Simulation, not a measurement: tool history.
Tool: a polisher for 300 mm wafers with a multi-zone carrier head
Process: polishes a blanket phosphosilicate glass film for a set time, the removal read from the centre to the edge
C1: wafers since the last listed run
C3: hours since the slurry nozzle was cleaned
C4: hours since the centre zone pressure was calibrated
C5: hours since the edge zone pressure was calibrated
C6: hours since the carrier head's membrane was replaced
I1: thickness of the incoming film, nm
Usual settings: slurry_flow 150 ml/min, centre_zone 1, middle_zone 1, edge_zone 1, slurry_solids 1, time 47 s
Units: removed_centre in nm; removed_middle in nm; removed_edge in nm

Run 1, day 0: usual settings but slurry_flow 110 ml/min, centre_zone 0.9, middle_zone 0.92, slurry_solids 1.15; C1 0; wafers polished on this pad 2140; C3 89; C4 158; C5 532.7; C6 30.7; I1 3309.4. Result: removed_centre 324.3 nm, removed_middle 326.9 nm, removed_edge 363.4 nm.
Run 2, day 2.108: usual settings but edge_zone 1.08, time 57 s; C1 335; wafers polished on this pad 2476; C3 139.6; C4 208.6; C5 583.3; C6 81.3; I1 3354.5. Result: removed_centre 432.1 nm, removed_middle 427.2 nm, removed_edge 450.5 nm.
Run 3, day 4.271: usual settings but slurry_solids 1.1; C1 343; wafers polished on this pad 2819; C3 191.5; C4 260.5; C5 635.2; C6 133.2; I1 3397.6. Result: removed_centre 368.9 nm, removed_middle 371.7 nm, removed_edge 367 nm.
Run 4, day 8.475: usual settings; C1 668; wafers polished on this pad 3487; C3 292.4; C4 361.4; C5 736.1; C6 234.1; I1 3391.9. Result: removed_centre 349.5 nm, removed_middle 353.1 nm, removed_edge 352.3 nm.
Run 5, day 10.404: usual settings but slurry_flow 125 ml/min, middle_zone 1.11, slurry_solids 0.75; C1 306; wafers polished on this pad 3794; C3 338.7; C4 407.7; C5 782.4; C6 280.4; I1 3393.7. Result: removed_centre 279 nm, removed_middle 305 nm, removed_edge 282 nm.
Run 6, day 14.092: usual settings but time 57 s; C1 586; wafers polished on this pad 4380; C3 427.2; C4 496.2; C5 870.9; C6 368.9; I1 3345.8. Result: removed_centre 434.3 nm, removed_middle 426.1 nm, removed_edge 429.1 nm.
At day 17.179: worn pad replaced by a new one.
Run 7, day 17.2: usual settings but slurry_flow 120 ml/min, edge_zone 0.92, slurry_solids 1.25; C1 467; wafers polished on this pad 3; C3 501.8; C4 570.8; C5 945.5; C6 443.5; I1 3350.6. Result: removed_centre 377.9 nm, removed_middle 376.4 nm, removed_edge 362.7 nm.
Run 8, day 19.058: usual settings; C1 295; wafers polished on this pad 298; C3 546.4; C4 615.4; C5 990.1; C6 488.1; I1 3370. Result: removed_centre 354 nm, removed_middle 344.7 nm, removed_edge 357.5 nm.
Run 9, day 20.721: usual settings but edge_zone 0.94; C1 264; wafers polished on this pad 562; C3 586.3; C4 655.3; C5 1030; C6 528; I1 3367.4. Result: removed_centre 352 nm, removed_middle 349.6 nm, removed_edge 339.3 nm.
At day 21.15: edge zone pressure recalibrated.
At day 23.258: slurry nozzle cleaned.
At day 23.738: centre zone pressure recalibrated.
Run 10, day 24.704: usual settings but slurry_flow 165 ml/min, middle_zone 0.94, edge_zone 1.04; C1 600; wafers polished on this pad 1162; C3 34.7; C4 23.2; C5 85.3; C6 623.6; I1 3346.8. Result: removed_centre 366.6 nm, removed_middle 338.4 nm, removed_edge 365 nm.
Run 11, day 27.388: usual settings; C1 426; wafers polished on this pad 1589; C3 99.1; C4 87.6; C5 149.7; C6 688; I1 3386.6. Result: removed_centre 352.5 nm, removed_middle 349.1 nm, removed_edge 360.5 nm.
Run 12, day 29.083: usual settings but slurry_flow 130 ml/min, middle_zone 0.96, slurry_solids 1.3, time 55 s; C1 269; wafers polished on this pad 1858; C3 139.8; C4 128.3; C5 190.4; C6 728.7; I1 3334.2. Result: removed_centre 458 nm, removed_middle 439.6 nm, removed_edge 461.5 nm.
At day 30: carrier head's membrane replaced by a new one.
Run 13, day 32.742: usual settings but edge_zone 1.06; C1 548; wafers polished on this pad 2407; C3 227.6; C4 216.1; C5 278.2; C6 65.8; I1 3411.2. Result: removed_centre 349.9 nm, removed_middle 349.8 nm, removed_edge 362.4 nm.
Run 14, day 34.717: usual settings but middle_zone 1.07, edge_zone 1.08, slurry_solids 0.85; C1 313; wafers polished on this pad 2721; C3 275; C4 263.5; C5 325.6; C6 113.2; I1 3301. Result: removed_centre 315.4 nm, removed_middle 338.1 nm, removed_edge 328.6 nm.
Run 15, day 42.804: usual settings; C1 1285; wafers polished on this pad 4006; C3 469.1; C4 457.6; C5 519.7; C6 307.3; I1 3400.1. Result: removed_centre 351.4 nm, removed_middle 352.3 nm, removed_edge 351.5 nm.
At day 44.788: worn pad replaced by a new one.
Run 16, day 46.175: usual settings; C1 509; wafers polished on this pad 220; C3 550; C4 538.5; C5 600.6; C6 388.2; I1 3325.4. Result: removed_centre 352.1 nm, removed_middle 349.1 nm, removed_edge 351.9 nm.
Run 17, day 49.275: usual settings but slurry_flow 185 ml/min; C1 492; wafers polished on this pad 712; C3 624.4; C4 612.9; C5 675; C6 462.6; I1 3396.7. Result: removed_centre 364.4 nm, removed_middle 361.1 nm, removed_edge 360.6 nm.
Run 18, day 52.196: usual settings; C1 464; wafers polished on this pad 1177; C3 694.5; C4 683; C5 745.1; C6 532.7; I1 3377.9. Result: removed_centre 352.6 nm, removed_middle 345.8 nm, removed_edge 348.6 nm.
At day 55.558: slurry nozzle cleaned.
At day 55.946: centre zone pressure recalibrated.
Run 19, day 56.279: usual settings but edge_zone 0.95, slurry_solids 0.85, time 59 s; C1 629; wafers polished on this pad 1806; C3 17.3; C4 8; C5 843.1; C6 630.7; I1 3395.3. Result: removed_centre 393.5 nm, removed_middle 400.1 nm, removed_edge 391.5 nm.
At day 59.412: edge zone pressure recalibrated.
At day 59.688: carrier head's membrane replaced by a new one.
Run 20, day 60.683: usual settings; C1 653; wafers polished on this pad 2460; C3 123; C4 113.7; C5 30.5; C6 23.9; I1 3328.3. Result: removed_centre 350.7 nm, removed_middle 349.4 nm, removed_edge 357 nm.
Run 21, day 64.733: usual settings but middle_zone 0.96, time 31 s; C1 643; wafers polished on this pad 3103; C3 220.2; C4 210.9; C5 127.7; C6 121.1; I1 3389.4. Result: removed_centre 234.9 nm, removed_middle 225.4 nm, removed_edge 234.2 nm.
Run 22, day 66.95: usual settings but slurry_flow 195 ml/min, edge_zone 0.93, slurry_solids 1.1, time 31 s; C1 352; wafers polished on this pad 3456; C3 273.4; C4 264.1; C5 180.9; C6 174.3; I1 3386.6. Result: removed_centre 255 nm, removed_middle 253.2 nm, removed_edge 240.3 nm.

3 ways to go on from here, each from the tool as it stands after run 22. What would each give?
Run A, day 66.967: usual settings but slurry_solids 0.9; C1 2; wafers polished on this pad 3458; C3 273.8; C4 264.5; C5 181.3; C6 174.7; I1 3352.9. Result: removed_centre ?, removed_middle ?, removed_edge ?.
Run B, day 66.967: usual settings but time 34 s; C1 2; wafers polished on this pad 3458; C3 273.8; C4 264.5; C5 181.3; C6 174.7; I1 3352.9. Result: removed_centre ?, removed_middle ?, removed_edge ?.
Run C, day 66.967: usual settings but slurry_flow 120 ml/min, edge_zone 0.96, slurry_solids 1.25; C1 2; wafers polished on this pad 3458; C3 273.8; C4 264.5; C5 181.3; C6 174.7; I1 3352.9. Result: removed_centre ?, removed_middle ?, removed_edge ?.

run  removed_centre  removed_middle  removed_edge
  A           331.4           327.6         329.1
  B           255.9             253         254.1
  C           376.7             375         374.5
Without the tool's hidden state the same runs would have given:
run  removed_centre  removed_middle  removed_edge
  A           331.4           327.6         329.1
  B           255.9             253         254.1
  C           376.7             375         374.5
